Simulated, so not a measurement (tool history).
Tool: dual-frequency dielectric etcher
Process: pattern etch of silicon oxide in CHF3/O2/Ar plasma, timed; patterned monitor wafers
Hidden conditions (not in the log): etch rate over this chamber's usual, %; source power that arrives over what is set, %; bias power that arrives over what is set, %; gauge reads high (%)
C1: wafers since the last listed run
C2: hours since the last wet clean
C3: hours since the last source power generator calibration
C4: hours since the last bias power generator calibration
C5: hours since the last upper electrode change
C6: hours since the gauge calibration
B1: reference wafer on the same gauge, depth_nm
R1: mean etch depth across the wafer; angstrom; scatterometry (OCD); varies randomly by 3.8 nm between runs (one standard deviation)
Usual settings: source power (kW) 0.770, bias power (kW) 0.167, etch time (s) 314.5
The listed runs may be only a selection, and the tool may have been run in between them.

{"run": 1, "day": 0.0, "source power (kW)": 0.77, "bias power (kW)": 0.167, "etch time (s)": 314.5, "C1": 0, "C2": 334.3, "C3": 522.3, "C4": 1133.4, "C5": 4556.6, "C6": 120.0, "B1": 583.8, "R1": 7154}
{"run": 2, "day": 3.662, "source power (kW)": 0.77, "bias power (kW)": 0.167, "etch time (s)": 314.5, "C1": 476, "C2": 422.2, "C3": 610.2, "C4": 1221.3, "C5": 4644.5, "C6": 207.9, "B1": 585.6, "R1": 7185}
{"run": 3, "day": 6.038, "source power (kW)": 0.77, "bias power (kW)": 0.192, "etch time (s)": 314.5, "C1": 309, "C2": 479.2, "C3": 667.2, "C4": 1278.3, "C5": 4701.5, "C6": 264.9, "B1": 586.6, "R1": 7565}
{"run": 4, "day": 9.208, "source power (kW)": 0.77, "bias power (kW)": 0.137, "etch time (s)": 314.5, "C1": 412, "C2": 555.3, "C3": 743.3, "C4": 1354.4, "C5": 4777.6, "C6": 341.0, "B1": 584.2, "R1": 6719}
{"run": 5, "day": 11.2, "source power (kW)": 0.77, "bias power (kW)": 0.167, "etch time (s)": 314.5, "C1": 259, "C2": 603.1, "C3": 791.1, "C4": 1402.2, "C5": 4825.4, "C6": 388.8, "B1": 585.0, "R1": 7165}
{"day": 16.3, "done": "wet clean of the chamber"}
{"day": 23.392, "done": "bias power generator calibrated"}
{"run": 6, "day": 23.892, "source power (kW)": 0.95, "bias power (kW)": 0.2, "etch time (s)": 381.5, "C1": 1499, "C2": 182.2, "C3": 1095.7, "C4": 12.0, "C5": 5130.0, "C6": 693.4, "B1": 584.3, "R1": 9936}
{"day": 26.975, "done": "upper electrode replaced"}
{"run": 7, "day": 28.283, "source power (kW)": 0.65, "bias power (kW)": 0.19, "etch time (s)": 266.0, "C1": 441, "C2": 287.6, "C3": 1201.1, "C4": 117.4, "C5": 31.4, "C6": 798.8, "B1": 584.6, "R1": 5931}
{"run": 8, "day": 31.617, "source power (kW)": 0.9, "bias power (kW)": 0.197, "etch time (s)": 382.5, "C1": 433, "C2": 367.6, "C3": 1281.1, "C4": 197.4, "C5": 111.4, "C6": 878.8, "B1": 585.3, "R1": 9745}
{"run": 9, "day": 36.062, "source power (kW)": 0.77, "bias power (kW)": 0.167, "etch time (s)": 314.5, "C1": 578, "C2": 474.3, "C3": 1387.8, "C4": 304.1, "C5": 218.1, "C6": 985.5, "B1": 584.7, "R1": 7078}
{"run": 10, "day": 37.962, "source power (kW)": 0.77, "bias power (kW)": 0.167, "etch time (s)": 314.5, "C1": 247, "C2": 519.9, "C3": 1433.4, "C4": 349.7, "C5": 263.7, "C6": 1031.1, "B1": 584.3, "R1": 7132}
{"run": 11, "day": 41.071, "source power (kW)": 0.72, "bias power (kW)": 0.167, "etch time (s)": 314.5, "C1": 404, "C2": 594.5, "C3": 1508.0, "C4": 424.3, "C5": 338.3, "C6": 1105.7, "B1": 584.7, "R1": 6944}
{"run": 12, "day": 43.312, "source power (kW)": 0.77, "bias power (kW)": 0.188, "etch time (s)": 314.5, "C1": 291, "C2": 648.3, "C3": 1561.8, "C4": 478.1, "C5": 392.1, "C6": 1159.5, "B1": 584.0, "R1": 7428}
{"run": 13, "day": 45.392, "source power (kW)": 0.77, "bias power (kW)": 0.167, "etch time (s)": 407.5, "C1": 270, "C2": 698.2, "C3": 1611.7, "C4": 528.0, "C5": 442.0, "C6": 1209.4, "B1": 584.9, "R1": 9233}
{"run": 14, "day": 48.929, "source power (kW)": 0.77, "bias power (kW)": 0.167, "etch time (s)": 389.0, "C1": 460, "C2": 783.1, "C3": 1696.6, "C4": 612.9, "C5": 526.9, "C6": 1294.3, "B1": 584.9, "R1": 8751}
{"day": 50.788, "done": "wet clean of the chamber"}
{"run": 15, "day": 51.071, "source power (kW)": 0.6, "bias power (kW)": 0.167, "etch time (s)": 270.5, "C1": 148, "C2": 6.8, "C3": 1748.0, "C4": 664.3, "C5": 578.3, "C6": 1345.7, "B1": 585.5, "R1": 5605}
{"run": 16, "day": 53.679, "source power (kW)": 0.87, "bias power (kW)": 0.135, "etch time (s)": 275.0, "C1": 339, "C2": 69.4, "C3": 1810.6, "C4": 726.9, "C5": 640.9, "C6": 1408.3, "B1": 584.8, "R1": 6031}
{"run": 17, "day": 55.362, "source power (kW)": 0.77, "bias power (kW)": 0.167, "etch time (s)": 314.5, "C1": 219, "C2": 109.8, "C3": 1851.0, "C4": 767.3, "C5": 681.3, "C6": 1448.7, "B1": 585.8, "R1": 7034}
{"day": 57.229, "done": "source power generator calibrated"}
{"run": 18, "day": 57.975, "source power (kW)": 0.77, "bias power (kW)": 0.167, "etch time (s)": 314.5, "C1": 318, "C2": 172.5, "C3": 17.9, "C4": 830.0, "C5": 744.0, "C6": 1511.4, "B1": 585.7, "R1": 7221}
{"run": 19, "day": 59.596, "source power (kW)": 0.77, "bias power (kW)": 0.167, "etch time (s)": 407.5, "C1": 210, "C2": 211.4, "C3": 56.8, "C4": 868.9, "C5": 782.9, "C6": 1550.3, "B1": 585.3, "R1": 9412}
{"run": 20, "day": 61.471, "source power (kW)": 0.94, "bias power (kW)": 0.197, "etch time (s)": 314.5, "C1": 243, "C2": 256.4, "C3": 101.8, "C4": 913.9, "C5": 827.9, "C6": 1595.3, "B1": 584.9, "R1": 8149}
{"run": 21, "day": 63.433, "source power (kW)": 0.67, "bias power (kW)": 0.131, "etch time (s)": 314.5, "C1": 255, "C2": 303.5, "C3": 148.9, "C4": 961.0, "C5": 875.0, "C6": 1642.4, "B1": 584.4, "R1": 6288}
{"run": 22, "day": 66.379, "source power (kW)": 0.77, "bias power (kW)": 0.167, "etch time (s)": 220.5, "C1": 383, "C2": 374.2, "C3": 219.6, "C4": 1031.7, "C5": 945.7, "C6": 1713.1, "B1": 585.8, "R1": 5024}
{"run": 23, "day": 70.571, "source power (kW)": 0.77, "bias power (kW)": 0.167, "etch time (s)": 314.5, "C1": 545, "C2": 474.8, "C3": 320.2, "C4": 1132.3, "C5": 1046.3, "C6": 1813.7, "B1": 584.6, "R1": 7244}
{"run": 24, "day": 75.0, "source power (kW)": 0.92, "bias power (kW)": 0.144, "etch time (s)": 273.0, "C1": 576, "C2": 581.1, "C3": 426.5, "C4": 1238.6, "C5": 1152.6, "C6": 1920.0, "B1": 585.1, "R1": 6331}
{"day": 77.517, "done": "wet clean of the chamber"}
{"run": 25, "day": 79.333, "source power (kW)": 0.77, "bias power (kW)": 0.193, "etch time (s)": 314.5, "C1": 433, "C2": 43.6, "C3": 530.5, "C4": 1342.6, "C5": 1256.6, "C6": 2024.0, "B1": 584.4, "R1": 7571}
{"run": 26, "day": 82.588, "source power (kW)": 0.93, "bias power (kW)": 0.192, "etch time (s)": 379.0, "C1": 423, "C2": 121.7, "C3": 608.6, "C4": 1420.7, "C5": 1334.7, "C6": 2102.1, "B1": 584.2, "R1": 9687}
{"run": 27, "day": 85.754, "source power (kW)": 0.87, "bias power (kW)": 0.135, "etch time (s)": 275.0, "C1": 412, "C2": 197.7, "C3": 684.6, "C4": 1496.7, "C5": 1410.7, "C6": 2178.1, "B1": 585.8, "R1": 6185}
{"run": 28, "day": 88.808, "source power (kW)": 0.87, "bias power (kW)": 0.149, "etch time (s)": 221.5, "C1": 397, "C2": 271.0, "C3": 757.9, "C4": 1570.0, "C5": 1484.0, "C6": 2251.4, "B1": 585.1, "R1": 5105}
{"run": 29, "day": 90.958, "source power (kW)": 0.68, "bias power (kW)": 0.155, "etch time (s)": 252.0, "C1": 279, "C2": 322.6, "C3": 809.5, "C4": 1621.6, "C5": 1535.6, "C6": 2303.0, "B1": 584.8, "R1": 5378}

Forecast each of these 4 alternatives for the next run:
{"run": "A", "day": 90.979, "source power (kW)": 0.77, "bias power (kW)": 0.14, "etch time (s)": 314.5, "C1": 2, "C2": 323.1, "C3": 810.0, "C4": 1622.1, "C5": 1536.1, "C6": 2303.5, "B1": "?", "R1": "?"}
{"run": "B", "day": 90.979, "source power (kW)": 0.77, "bias power (kW)": 0.167, "etch time (s)": 339.5, "C1": 2, "C2": 323.1, "C3": 810.0, "C4": 1622.1, "C5": 1536.1, "C6": 2303.5, "B1": "?", "R1": "?"}
{"run": "C", "day": 90.979, "source power (kW)": 0.77, "bias power (kW)": 0.199, "etch time (s)": 314.5, "C1": 2, "C2": 323.1, "C3": 810.0, "C4": 1622.1, "C5": 1536.1, "C6": 2303.5, "B1": "?", "R1": "?"}
{"run": "D", "day": 90.979, "source power (kW)": 0.71, "bias power (kW)": 0.167, "etch time (s)": 344.5, "C1": 2, "C2": 323.1, "C3": 810.0, "C4": 1622.1, "C5": 1536.1, "C6": 2303.5, "B1": "?", "R1": "?"}

run=A B1=585.4 R1=6767
run=B B1=585.4 R1=7746
run=C B1=585.4 R1=7621
run=D B1=585.4 R1=7638
Without the tool's hidden state the same runs would have given:
run=A R1=6787
run=B R1=7769
run=C R1=7643
run=D R1=7660
